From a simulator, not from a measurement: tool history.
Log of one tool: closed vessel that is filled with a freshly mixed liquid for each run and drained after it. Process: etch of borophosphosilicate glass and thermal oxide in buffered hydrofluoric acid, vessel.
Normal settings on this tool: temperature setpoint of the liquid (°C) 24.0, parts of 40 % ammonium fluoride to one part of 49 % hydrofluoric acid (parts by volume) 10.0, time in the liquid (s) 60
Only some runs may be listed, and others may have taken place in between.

| run | hour | temperature setpoint of the liquid (°C) | parts of 40 % ammonium fluoride to one part of 49 % hydrofluoric acid (parts by volume) | time in the liquid (s) | wafers since the last listed run | hours since the thermometer was replaced | hours since the hydrofluoric acid flow meter was replaced | hours since the gauge calibration | read-back film thickness of the borophosphosilicate glass reference wafer, read on the same gauge (nm) | read-back film thickness of the thermal oxide reference wafer, read on the same gauge (nm) | thickness taken off the borophosphosilicate glass on a monitor wafer (Å) | thickness taken off the thermal oxide on a monitor wafer (Å) |
|---|---|---|---|---|---|---|---|---|---|---|---|---|
| 1 | 0.0 | 24.0 | 8.5 | 60 | 0 | 1746.4 | 1842.3 | 734.1 | 150.01 | 129.98 | 1363.5 | 983.2 |
| 2 | 21.4 | 24.0 | 10.0 | 60 | 2651 | 1767.8 | 1863.7 | 755.5 | 149.99 | 130.00 | 1119.1 | 822.2 |
|  | 36.7 | gauge calibrated |
| 3 | 55.0 | 21.5 | 10.0 | 50 | 4162 | 1801.4 | 1897.3 | 18.3 | 150.03 | 130.00 | 819.4 | 596.3 |
| 4 | 71.5 | 24.0 | 10.0 | 40 | 2044 | 1817.9 | 1913.8 | 34.8 | 149.99 | 129.97 | 760.3 | 550.0 |
|  | 86.6 | hydrofluoric acid flow meter replaced |
| 5 | 101.9 | 24.0 | 10.0 | 40 | 3642 | 1848.3 | 15.3 | 65.2 | 150.04 | 129.99 | 715.3 | 512.1 |
| 6 | 118.6 | 29.0 | 6.5 | 60 | 2068 | 1865.0 | 32.0 | 81.9 | 150.01 | 129.99 | 2089.2 | 1520.5 |
| 7 | 137.9 | 24.0 | 10.0 | 60 | 2391 | 1884.3 | 51.3 | 101.2 | 150.01 | 130.00 | 1059.6 | 777.5 |
| 8 | 166.4 | 24.0 | 10.0 | 60 | 3530 | 1912.8 | 79.8 | 129.7 | 149.98 | 129.98 | 1067.7 | 773.4 |
|  | 196.7 | thermometer replaced |
| 9 | 198.7 | 24.0 | 10.0 | 60 | 3877 | 2.0 | 112.1 | 162.0 | 149.97 | 130.01 | 1057.1 | 777.1 |
| 10 | 217.9 | 26.5 | 10.0 | 30 | 2378 | 21.2 | 131.3 | 181.2 | 150.00 | 130.00 | 607.8 | 445.1 |
| 11 | 237.5 | 26.5 | 10.0 | 30 | 2428 | 40.8 | 150.9 | 200.8 | 149.98 | 130.00 | 604.0 | 443.7 |
| 12 | 271.6 | 24.0 | 12.5 | 85 | 4224 | 74.9 | 185.0 | 234.9 | 149.96 | 130.01 | 1234.0 | 896.9 |
| 13 | 287.7 | 24.0 | 11.0 | 85 | 1994 | 91.0 | 201.1 | 251.0 | 149.97 | 130.04 | 1385.5 | 1012.7 |
| 14 | 311.2 | 19.5 | 14.0 | 60 | 2911 | 114.5 | 224.6 | 274.5 | 149.98 | 130.00 | 605.4 | 440.1 |
| 15 | 340.4 | 26.5 | 10.0 | 30 | 3617 | 143.7 | 253.8 | 303.7 | 150.03 | 130.02 | 614.2 | 446.3 |
| 16 | 354.5 | 26.0 | 10.0 | 30 | 1746 | 157.8 | 267.9 | 317.8 | 150.00 | 129.97 | 593.3 | 434.5 |
| 17 | 386.1 | 24.0 | 10.0 | 60 | 3914 | 189.4 | 299.5 | 349.4 | 150.04 | 129.98 | 1081.0 | 777.8 |
| 18 | 408.9 | 24.0 | 10.0 | 80 | 2824 | 212.2 | 322.3 | 372.2 | 150.00 | 129.99 | 1437.7 | 1040.2 |
| 19 | 443.1 | 24.0 | 10.0 | 60 | 4237 | 246.4 | 356.5 | 406.4 | 150.02 | 130.02 | 1077.3 | 781.6 |
| 20 | 464.3 | 24.0 | 12.5 | 45 | 2626 | 267.6 | 377.7 | 427.6 | 150.02 | 130.00 | 653.7 | 477.8 |
| 21 | 495.0 | 19.5 | 13.5 | 90 | 3803 | 298.3 | 408.4 | 458.3 | 149.98 | 130.01 | 960.0 | 695.7 |
| 22 | 516.1 | 28.0 | 10.0 | 40 | 2614 | 319.4 | 429.5 | 479.4 | 150.01 | 130.01 | 887.8 | 652.7 |
| 23 | 529.1 | 19.5 | 12.0 | 75 | 1610 | 332.4 | 442.5 | 492.4 | 149.95 | 129.98 | 894.7 | 650.7 |
| 24 | 564.8 | 19.5 | 10.0 | 70 | 4422 | 368.1 | 478.2 | 528.1 | 149.99 | 130.01 | 987.5 | 712.3 |
| 25 | 582.8 | 26.0 | 8.5 | 30 | 2230 | 386.1 | 496.2 | 546.1 | 149.99 | 129.99 | 695.3 | 510.6 |
| 26 | 601.5 | 24.0 | 14.0 | 60 | 2316 | 404.8 | 514.9 | 564.8 | 149.97 | 129.99 | 793.2 | 578.2 |

Pick out some run-to-run changes in thickness taken off the borophosphosilicate glass on a monitor wafer (Å). Of each, how much would a tool without hidden state show as well, from the settings, what came in and chance, and how much is left for the hidden state and any gauge scatter not in both results compared?
The hidden state here: liquid colder than its thermometer reads (K); hydrofluoric acid flow above the setpoint (%); gauge reads high (%).
Run 1 -> 2: parts of 40 % ammonium fluoride to one part of 49 % hydrofluoric acid (parts by volume) 8.5 -> 10.0. thickness taken off the borophosphosilicate glass on a monitor wafer (Å) -244.4: hidden state -75.5, all else -168.9.
Run 4 -> 5: hydrofluoric acid flow meter replaced. thickness taken off the borophosphosilicate glass on a monitor wafer (Å) -45.0: hidden state -48.5, all else +3.5.
Run 5 -> 6: temperature setpoint of the liquid (°C) 24.0 -> 29.0, parts of 40 % ammonium fluoride to one part of 49 % hydrofluoric acid (parts by volume) 10.0 -> 6.5, time in the liquid (s) 40 -> 60. thickness taken off the borophosphosilicate glass on a monitor wafer (Å) +1373.9: hidden state +28.6, all else +1345.3.
Run 6 -> 7: temperature setpoint of the liquid (°C) 29.0 -> 24.0, parts of 40 % ammonium fluoride to one part of 49 % hydrofluoric acid (parts by volume) 6.5 -> 10.0. thickness taken off the borophosphosilicate glass on a monitor wafer (Å) -1029.6: hidden state -22.9, all else -1006.7.
